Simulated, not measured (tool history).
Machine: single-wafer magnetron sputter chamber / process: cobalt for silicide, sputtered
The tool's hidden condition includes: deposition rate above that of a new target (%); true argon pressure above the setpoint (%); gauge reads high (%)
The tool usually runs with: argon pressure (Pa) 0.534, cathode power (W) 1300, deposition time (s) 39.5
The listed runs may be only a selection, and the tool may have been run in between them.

| run | day | argon pressure (Pa) | cathode power (W) | deposition time (s) | wafers since the last listed run | wafers on the sputter target | hours since the last manometer calibration | hours since the magnet pack was replaced | hours since the gauge calibration | read-back reference wafer on the same gauge, thickness_nm | mean film thickness on the monitor wafer (nm) |
|---|---|---|---|---|---|---|---|---|---|---|---|
| 1 | 0 | 0.534 | 1300 | 39.5 | 0 | 5866 | 1763.9 | 12071.4 | 225.8 | 22.383 | 23.311 |
| 2 | 0.283 | 0.639 | 1300 | 39.5 | 164 | 6031 | 1770.7 | 12078.2 | 232.6 | 22.416 | 21.975 |
| 3 | 0.812 | 0.534 | 1300 | 39.5 | 307 | 6339 | 1783.4 | 12090.9 | 245.3 | 22.415 | 23.156 |
| 4 | 1.388 | 0.534 | 1300 | 39.5 | 334 | 6673 | 1797.2 | 12104.7 | 259.1 | 22.432 | 22.996 |
|  | 1.904 | sputter target and shields replaced |
| 5 | 2.679 | 0.534 | 1300 | 39.5 | 557 | 450 | 1828.2 | 12135.7 | 290.1 | 22.412 | 24.33 |
|  | 3.062 | gauge calibrated |
| 6 | 3.283 | 0.534 | 1300 | 39.5 | 351 | 801 | 1842.7 | 12150.2 | 5.3 | 22.407 | 24.335 |
| 7 | 3.783 | 0.534 | 1300 | 39.5 | 290 | 1092 | 1854.7 | 12162.2 | 17.3 | 22.383 | 24.604 |
| 8 | 4.108 | 0.534 | 1550 | 39.5 | 188 | 1280 | 1862.5 | 12170 | 25.1 | 22.398 | 28.863 |
| 9 | 4.479 | 0.646 | 1300 | 39.5 | 215 | 1496 | 1871.4 | 12178.9 | 34 | 22.386 | 22.916 |
| 10 | 5.204 | 0.646 | 1300 | 39.5 | 421 | 1918 | 1888.8 | 12196.3 | 51.4 | 22.374 | 23.086 |
| 11 | 5.621 | 0.534 | 1300 | 39.5 | 242 | 2160 | 1898.8 | 12206.3 | 61.4 | 22.414 | 24.183 |
| 12 | 6.388 | 0.534 | 1300 | 39.5 | 445 | 2605 | 1917.2 | 12224.7 | 79.8 | 22.391 | 24.176 |
| 13 | 6.796 | 0.534 | 1300 | 39.5 | 237 | 2843 | 1927 | 12234.5 | 89.6 | 22.389 | 24.229 |
| 14 | 7.267 | 0.601 | 1300 | 37.2 | 273 | 3117 | 1938.3 | 12245.8 | 100.9 | 22.41 | 21.962 |
| 15 | 7.758 | 0.534 | 1300 | 39.5 | 285 | 3402 | 1950.1 | 12257.6 | 112.7 | 22.414 | 24.137 |
| 16 | 8.262 | 0.612 | 1150 | 33.6 | 293 | 3695 | 1962.2 | 12269.7 | 124.8 | 22.396 | 17.412 |
| 17 | 8.746 | 0.478 | 1300 | 31.8 | 280 | 3976 | 1973.8 | 12281.3 | 136.4 | 22.399 | 19.804 |
|  | 9.367 | capacitance manometer re-zeroed and calibrated |
| 18 | 9.388 | 0.534 | 1500 | 41.7 | 179 | 4156 | 0.5 | 12296.7 | 151.8 | 22.378 | 29.017 |
|  | 11.317 | magnet pack replaced |
| 19 | 11.338 | 0.423 | 1300 | 39.5 | 939 | 5096 | 47.3 | 0.5 | 198.6 | 22.422 | 24.74 |
| 20 | 11.45 | 0.678 | 1150 | 37 | 65 | 5161 | 50 | 3.2 | 201.3 | 22.441 | 18.106 |
| 21 | 11.821 | 0.4 | 1650 | 35.6 | 215 | 5377 | 58.9 | 12.1 | 210.2 | 22.427 | 28.534 |
| 22 | 12.083 | 0.534 | 1300 | 34.3 | 152 | 5529 | 65.2 | 18.4 | 216.5 | 22.418 | 20.295 |
|  | 12.646 | sputter target and shields replaced |
|  | 12.892 | gauge calibrated |
| 23 | 13.921 | 0.534 | 1300 | 39.5 | 874 | 740 | 109.3 | 62.5 | 24.7 | 22.397 | 24.483 |
| 24 | 14.329 | 0.633 | 1300 | 33.8 | 237 | 978 | 119.1 | 72.3 | 34.5 | 22.389 | 19.987 |
| 25 | 14.717 | 0.534 | 1450 | 36.7 | 225 | 1203 | 128.4 | 81.6 | 43.8 | 22.397 | 25.243 |
| 26 | 15.417 | 0.534 | 1550 | 39.5 | 406 | 1610 | 145.2 | 98.4 | 60.6 | 22.38 | 28.995 |
| 27 | 17.008 | 0.534 | 1300 | 37 | 925 | 2535 | 183.4 | 136.6 | 98.8 | 22.433 | 22.67 |
| 28 | 17.446 | 0.35 | 1550 | 35.8 | 254 | 2790 | 193.9 | 147.1 | 109.3 | 22.411 | 28.437 |

Predict each of these 5 candidate next runs independently; none follows another, all start after run 28:
| A | 17.462 | 0.534 | 1300 | 39.5 | 9 | 2799 | 194.3 | 147.5 | 109.7 | ? | ? |
| B | 17.462 | 0.534 | 1100 | 39.5 | 9 | 2799 | 194.3 | 147.5 | 109.7 | ? | ? |
| C | 17.462 | 0.679 | 1300 | 39.5 | 9 | 2799 | 194.3 | 147.5 | 109.7 | ? | ? |
| D | 17.462 | 0.589 | 1300 | 39.5 | 9 | 2799 | 194.3 | 147.5 | 109.7 | ? | ? |
| E | 17.462 | 0.534 | 1050 | 39.5 | 9 | 2799 | 194.3 | 147.5 | 109.7 | ? | ? |

| run | read-back reference wafer on the same gauge, thickness_nm | mean film thickness on the monitor wafer (nm) |
|---|---|---|
| A | 22.427 | 23.978 |
| B | 22.427 | 20.289 |
| C | 22.427 | 22.371 |
| D | 22.427 | 23.35 |
| E | 22.427 | 19.367 |
Without the tool's unlogged condition, the same runs would have read:
| run | mean film thickness on the monitor wafer (nm) |
|---|---|
| A | 24.392 |
| B | 20.639 |
| C | 22.757 |
| D | 23.753 |
| E | 19.701 |
